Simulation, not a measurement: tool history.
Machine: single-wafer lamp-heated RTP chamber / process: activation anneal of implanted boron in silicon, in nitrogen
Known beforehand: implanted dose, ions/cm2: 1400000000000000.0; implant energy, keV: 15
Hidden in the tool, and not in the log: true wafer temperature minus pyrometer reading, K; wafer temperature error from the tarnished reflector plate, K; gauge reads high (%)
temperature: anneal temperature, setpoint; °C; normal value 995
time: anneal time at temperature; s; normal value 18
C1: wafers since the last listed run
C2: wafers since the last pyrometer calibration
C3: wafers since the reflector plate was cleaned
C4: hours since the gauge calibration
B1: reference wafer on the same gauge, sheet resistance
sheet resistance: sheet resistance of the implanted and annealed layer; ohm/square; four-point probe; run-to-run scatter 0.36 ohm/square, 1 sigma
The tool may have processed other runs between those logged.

run 1 hour=0 | temperature=987 time=18 | C1=0 C2=5272 C3=4567 C4=743.5 | B1=97.04 | sheet_resistance=124.52
-- hour=52.2 pyrometer window cleaned and pyrometer calibrated
-- hour=91.1 reflector plate cleaned
run 2 hour=198.5 | temperature=987 time=18 | C1=3754 C2=2846 C3=2209 C4=942 | B1=97.23 | sheet_resistance=124.84
run 3 hour=239.8 | temperature=995 time=18 | C1=849 C2=3695 C3=3058 C4=983.3 | B1=97.44 | sheet_resistance=119.68
run 4 hour=267.2 | temperature=995 time=18 | C1=563 C2=4259 C3=3622 C4=1010.7 | B1=97.3 | sheet_resistance=119.64
run 5 hour=301.7 | temperature=995 time=25 | C1=709 C2=4969 C3=4332 C4=1045.2 | B1=97.39 | sheet_resistance=118.77
-- hour=350.1 pyrometer window cleaned and pyrometer calibrated
run 6 hour=368.5 | temperature=995 time=25 | C1=1209 C2=379 C3=5542 C4=1112 | B1=97.29 | sheet_resistance=118.7
run 7 hour=404.5 | temperature=988 time=21 | C1=740 C2=1119 C3=6283 C4=1148 | B1=97.36 | sheet_resistance=122.99
-- hour=417.6 reflector plate cleaned
run 8 hour=462.9 | temperature=995 time=13 | C1=1036 C2=2156 C3=931 C4=1206.4 | B1=97.46 | sheet_resistance=122.25
run 9 hour=523.1 | temperature=995 time=13 | C1=1238 C2=3395 C3=2169 C4=1266.6 | B1=97.36 | sheet_resistance=122.4
-- hour=534.5 gauge calibrated
-- hour=666.1 pyrometer window cleaned and pyrometer calibrated
run 10 hour=674.7 | temperature=995 time=13 | C1=2954 C2=177 C3=5124 C4=140.2 | B1=95.61 | sheet_resistance=119.69
run 11 hour=705.4 | temperature=995 time=18 | C1=631 C2=809 C3=5755 C4=170.9 | B1=95.61 | sheet_resistance=118.55
run 12 hour=771.1 | temperature=995 time=21 | C1=1351 C2=2161 C3=7107 C4=236.6 | B1=95.92 | sheet_resistance=117.4
-- hour=784 reflector plate cleaned
run 13 hour=795.2 | temperature=995 time=21 | C1=331 C2=2492 C3=229 C4=260.7 | B1=96.11 | sheet_resistance=118.01
run 14 hour=824 | temperature=995 time=21 | C1=592 C2=3084 C3=821 C4=289.5 | B1=96.16 | sheet_resistance=117.3
run 15 hour=879.7 | temperature=1025 time=22 | C1=1146 C2=4230 C3=1967 C4=345.2 | B1=96.33 | sheet_resistance=108.71
run 16 hour=927.5 | temperature=1007 time=27 | C1=983 C2=5214 C3=2951 C4=393 | B1=96.5 | sheet_resistance=112.11
run 17 hour=976.4 | temperature=995 time=23 | C1=1006 C2=6220 C3=3957 C4=441.9 | B1=96.53 | sheet_resistance=118.2
-- hour=1019.3 pyrometer window cleaned and pyrometer calibrated
run 18 hour=1047.4 | temperature=995 time=18 | C1=1296 C2=578 C3=5253 C4=512.9 | B1=96.62 | sheet_resistance=119.46
run 19 hour=1080.7 | temperature=982 time=11 | C1=685 C2=1263 C3=5938 C4=546.2 | B1=96.71 | sheet_resistance=132.44
-- hour=1137.5 reflector plate cleaned
run 20 hour=1146.6 | temperature=1007 time=27 | C1=1191 C2=2454 C3=187 C4=612.1 | B1=96.91 | sheet_resistance=112.8
run 21 hour=1184.4 | temperature=973 time=22 | C1=777 C2=3232 C3=965 C4=649.9 | B1=96.93 | sheet_resistance=133.07
run 22 hour=1209.1 | temperature=1023 time=28 | C1=508 C2=3740 C3=1473 C4=674.6 | B1=96.89 | sheet_resistance=108.91
run 23 hour=1269.6 | temperature=995 time=21 | C1=1244 C2=4985 C3=2718 C4=735.1 | B1=97.06 | sheet_resistance=118.59
-- hour=1293.8 pyrometer window cleaned and pyrometer calibrated
run 24 hour=1339.9 | temperature=980 time=8 | C1=1281 C2=949 C3=3999 C4=805.4 | B1=97.16 | sheet_resistance=137.79
run 25 hour=1383.8 | temperature=995 time=22 | C1=903 C2=1852 C3=4903 C4=849.3 | B1=97.19 | sheet_resistance=118.41
-- hour=1437.1 reflector plate cleaned
run 26 hour=1438.8 | temperature=1003 time=18 | C1=967 C2=2819 C3=35 C4=904.3 | B1=97.12 | sheet_resistance=116.08
run 27 hour=1499.2 | temperature=995 time=18 | C1=1242 C2=4062 C3=1277 C4=964.7 | B1=97.18 | sheet_resistance=120.35
run 28 hour=1543.5 | temperature=978 time=10 | C1=911 C2=4973 C3=2189 C4=1009 | B1=97.35 | sheet_resistance=137.94
run 29 hour=1601.4 | temperature=1009 time=10 | C1=1191 C2=6165 C3=3380 C4=1066.9 | B1=97.24 | sheet_resistance=116.94

How would selected steps in sheet resistance from run to run divide? Give the signed amount a tool lacking its hidden state would still show from settings, what came in and random variation, and the signed amount left for the hidden state, including any gauge scatter that is not in both of the compared results.
Run 9 -> 10: gauge calibrated, pyrometer window cleaned and pyrometer calibrated. sheet resistance -2.71 ohm/square: hidden state -2.37, all else -0.34.
Run 21 -> 22: temperature 973 -> 1023, time 22 -> 28. sheet resistance -24.16 ohm/square: hidden state -0.45, all else -23.71.
Run 23 -> 24: temperature 995 -> 980, time 21 -> 8, pyrometer window cleaned and pyrometer calibrated. sheet resistance +19.2 ohm/square: hidden state +0.51, all else +18.69.
Run 28 -> 29: temperature 978 -> 1009. sheet resistance -21 ohm/square: hidden state -0.45, all else -20.55.
